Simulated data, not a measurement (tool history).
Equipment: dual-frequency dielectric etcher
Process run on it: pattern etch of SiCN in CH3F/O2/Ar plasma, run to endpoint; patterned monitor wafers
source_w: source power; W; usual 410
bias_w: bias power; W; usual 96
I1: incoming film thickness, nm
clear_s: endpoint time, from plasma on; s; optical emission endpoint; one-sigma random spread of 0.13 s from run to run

run 1 day=0 | source_w=380 bias_w=96 | I1=9.45 | clear_s=23.4
run 2 day=2.271 | source_w=380 bias_w=96 | I1=9.52 | clear_s=23.4
run 3 day=4.721 | source_w=410 bias_w=96 | I1=9.54 | clear_s=22.7
run 4 day=7.417 | source_w=410 bias_w=96 | I1=9.46 | clear_s=22.4
-- day=9.458 wet clean of the chamber
run 5 day=11.029 | source_w=410 bias_w=96 | I1=9.45 | clear_s=22.7
run 6 day=14.854 | source_w=410 bias_w=96 | I1=9.46 | clear_s=22.5
run 7 day=18.771 | source_w=410 bias_w=82 | I1=9.5 | clear_s=23.5
run 8 day=21.617 | source_w=410 bias_w=82 | I1=9.46 | clear_s=23.6
-- day=24.425 wet clean of the chamber
run 9 day=25.288 | source_w=410 bias_w=89 | I1=9.48 | clear_s=23.1
run 10 day=27.954 | source_w=410 bias_w=96 | I1=9.44 | clear_s=22.4
run 11 day=31.933 | source_w=410 bias_w=96 | I1=9.4 | clear_s=22.7
-- day=34.646 upper electrode replaced
run 12 day=35.538 | source_w=390 bias_w=96 | I1=9.49 | clear_s=23
-- day=40.096 bias power generator calibrated
-- day=41.925 wet clean of the chamber
run 13 day=42.046 | source_w=450 bias_w=113 | I1=9.5 | clear_s=20.9
-- day=44.712 source power generator calibrated
run 14 day=44.833 | source_w=380 bias_w=103 | I1=9.56 | clear_s=23.3
run 15 day=46.621 | source_w=490 bias_w=72 | I1=9.44 | clear_s=22.3
run 16 day=50.438 | source_w=370 bias_w=118 | I1=9.55 | clear_s=22.5
run 17 day=52.508 | source_w=510 bias_w=84 | I1=9.4 | clear_s=21.2
run 18 day=55.062 | source_w=450 bias_w=80 | I1=9.48 | clear_s=22.9
-- day=56.333 wet clean of the chamber
run 19 day=59.262 | source_w=500 bias_w=96 | I1=9.6 | clear_s=21.1

Estimate the outcome of run 20 from the log above:
run 20 day=63.238 | source_w=450 bias_w=84 | I1=9.5 | clear_s=?

clear_s: 22.5 s
Minus the tool's unlogged condition, the same run would have read clear_s 22.5 s.

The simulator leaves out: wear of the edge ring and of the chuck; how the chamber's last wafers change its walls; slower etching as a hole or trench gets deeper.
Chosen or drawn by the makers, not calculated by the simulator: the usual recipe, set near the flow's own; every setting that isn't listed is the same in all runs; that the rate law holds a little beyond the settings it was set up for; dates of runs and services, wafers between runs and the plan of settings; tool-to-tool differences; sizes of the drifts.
